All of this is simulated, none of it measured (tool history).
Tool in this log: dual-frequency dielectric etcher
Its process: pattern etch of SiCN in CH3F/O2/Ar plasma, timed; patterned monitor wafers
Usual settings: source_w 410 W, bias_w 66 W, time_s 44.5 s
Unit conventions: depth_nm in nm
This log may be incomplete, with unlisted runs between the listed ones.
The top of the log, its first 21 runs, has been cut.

| run | hour | source_w | bias_w | time_s | wafers since the last listed run | hours since the last wet clean | hours since the last source power generator calibration | hours since the last bias power generator calibration | hours since the last upper electrode change | hours since the gauge calibration | read-back reference wafer on the same gauge, depth_nm | depth_nm |
|---|---|---|---|---|---|---|---|---|---|---|---|---|
|  | 248.2 | gauge calibrated |
| 22 | 256.2 | 380 | 66 | 44.5 | 80 | 74.8 | 107.9 | 26.9 | 29.5 | 8 | 19.53 | 17.18 |
| 23 | 270.6 | 410 | 66 | 44.5 | 123 | 89.2 | 122.3 | 41.3 | 43.9 | 22.4 | 19.51 | 17.78 |
| 24 | 279.7 | 490 | 66 | 44.5 | 77 | 98.3 | 131.4 | 50.4 | 53 | 31.5 | 19.48 | 19.13 |
| 25 | 286 | 410 | 61 | 55 | 53 | 104.6 | 137.7 | 56.7 | 59.3 | 37.8 | 19.48 | 20.98 |
| 26 | 301 | 480 | 66 | 57 | 128 | 119.6 | 152.7 | 71.7 | 74.3 | 52.8 | 19.52 | 24.31 |
| 27 | 313.3 | 470 | 66 | 44.5 | 105 | 131.9 | 165 | 84 | 86.6 | 65.1 | 19.49 | 18.77 |
| 28 | 320.5 | 490 | 66 | 50.5 | 61 | 139.1 | 172.2 | 91.2 | 93.8 | 72.3 | 19.5 | 21.66 |
| 29 | 336.6 | 410 | 66 | 44.5 | 137 | 155.2 | 188.3 | 107.3 | 109.9 | 88.4 | 19.47 | 17.81 |
| 30 | 351.4 | 360 | 66 | 44.5 | 126 | 170 | 203.1 | 122.1 | 124.7 | 103.2 | 19.5 | 16.99 |
| 31 | 363.9 | 380 | 66 | 58 | 106 | 182.5 | 215.6 | 134.6 | 137.2 | 115.7 | 19.5 | 22.71 |

3 ways to go on from here, each from the tool as it stands after run 31. What would each give?
| A | 364.3 | 320 | 66 | 44.5 | 3 | 182.9 | 216 | 135 | 137.6 | 116.1 | ? | ? |
| B | 364.3 | 480 | 74 | 44.5 | 3 | 182.9 | 216 | 135 | 137.6 | 116.1 | ? | ? |
| C | 364.3 | 450 | 66 | 40.5 | 3 | 182.9 | 216 | 135 | 137.6 | 116.1 | ? | ? |

| run | read-back reference wafer on the same gauge, depth_nm | depth_nm |
|---|---|---|
| A | 19.5 | 16.19 |
| B | 19.5 | 20.29 |
| C | 19.5 | 17 |
The same runs, with their run-to-run variation unchanged, on a tool lacking any hidden condition would have given:
| run | depth_nm |
|---|---|
| A | 15.89 |
| B | 19.92 |
| C | 16.69 |
